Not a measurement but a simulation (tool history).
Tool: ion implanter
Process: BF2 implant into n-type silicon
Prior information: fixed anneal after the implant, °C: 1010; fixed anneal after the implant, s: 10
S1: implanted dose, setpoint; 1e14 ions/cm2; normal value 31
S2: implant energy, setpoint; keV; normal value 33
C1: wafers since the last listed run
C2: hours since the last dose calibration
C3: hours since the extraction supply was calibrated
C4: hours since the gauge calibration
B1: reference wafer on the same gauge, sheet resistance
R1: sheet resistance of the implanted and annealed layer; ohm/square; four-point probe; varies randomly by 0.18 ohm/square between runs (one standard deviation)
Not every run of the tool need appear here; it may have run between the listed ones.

run   hour     S1    S2   C1      C2      C3     C4      B1      R1
  1      0     31  28.5    0  1554.4  4996.9   72.9  113.97  129.72
  2   12.1     31  28.5  222  1566.5    5009     85  114.05  129.63
  3   24.1  37.05    33  220  1578.5    5021     97  114.04  117.97
  4   36.5  37.05    33  227  1590.9  5033.4  109.4  114.03  117.84
  5     49  37.05    33  229  1603.4  5045.9  121.9  114.02  117.91
  6   91.9     31    33  787  1646.3  5088.8  164.8     114   119.8
  7  112.3     31    33  374  1666.7  5109.2  185.2  113.98  119.68
  8  127.7     31    33  282  1682.1  5124.6  200.6  113.98  119.99
  9  142.1     31    39  264  1696.5    5139    215  113.98  109.08
 10  151.5     31    39  172  1705.9  5148.4  224.4  114.02  109.14
 11  163.7     31    33  224  1718.1  5160.6  236.6  113.96  119.66
 12  176.2     31    33  229  1730.6  5173.1  249.1  114.04  119.83
 13  187.4     31    33  205  1741.8  5184.3  260.3  113.97  119.96
 14  195.6  38.07    33  150    1750  5192.5  268.5  114.03  117.57
 15  207.4  36.07    29  216  1761.8  5204.3  280.3  113.98  126.49
 16  220.1   27.2    22  233  1774.5    5217    293  114.03   149.2
     245.7  -- Faraday cup replaced and dose calibrated
       260  -- extraction supply calibrated
 17  260.5     31    33  448    14.8     0.5  333.4   114.1  119.86
 18  269.1  37.05    33  157    23.4     9.1    342  114.02  118.07
 19  285.6  36.73    33  303    39.9    25.6  358.5  114.01  118.34
 20  292.3  26.94  24.5  123    46.6    32.3  365.2  114.03  141.66
 21  305.5  24.85  41.5  242    59.8    45.5  378.4     114  106.44
 22    321     31    33  284    75.3      61  393.9     114  119.86
 23  330.2     31    33  168    84.5    70.2  403.1  114.01  119.84
     333.4  -- gauge calibrated
 24    346  38.62    37  290   100.3      86   12.6  113.96  110.18
 25  392.9  39.48    24  861   147.2   132.9   59.5  113.94     138
 26  409.1     31  21.5  297   163.4   149.1   75.7  113.98  149.83
 27  421.3     31    33  224   175.6   161.3   87.9  114.03  119.76
 28  437.8     31    37  303   192.1   177.8  104.4  113.99  112.58

3 options for the next run, each taken on its own from the tool as it stands now. Forecast them:
  A  438.2     31  33   7  192.5  178.2  104.8   ?   ?
  B  438.2  22.06  27   7  192.5  178.2  104.8   ?   ?
  C  438.2  38.66  33   7  192.5  178.2  104.8   ?   ?

run      B1      R1
  A  114.08  119.98
  B  114.08  136.66
  C  114.08   117.7
Stripped of hidden state, with their random variation kept, the same runs would have yielded:
run      R1
  A  119.98
  B  136.66
  C   117.7

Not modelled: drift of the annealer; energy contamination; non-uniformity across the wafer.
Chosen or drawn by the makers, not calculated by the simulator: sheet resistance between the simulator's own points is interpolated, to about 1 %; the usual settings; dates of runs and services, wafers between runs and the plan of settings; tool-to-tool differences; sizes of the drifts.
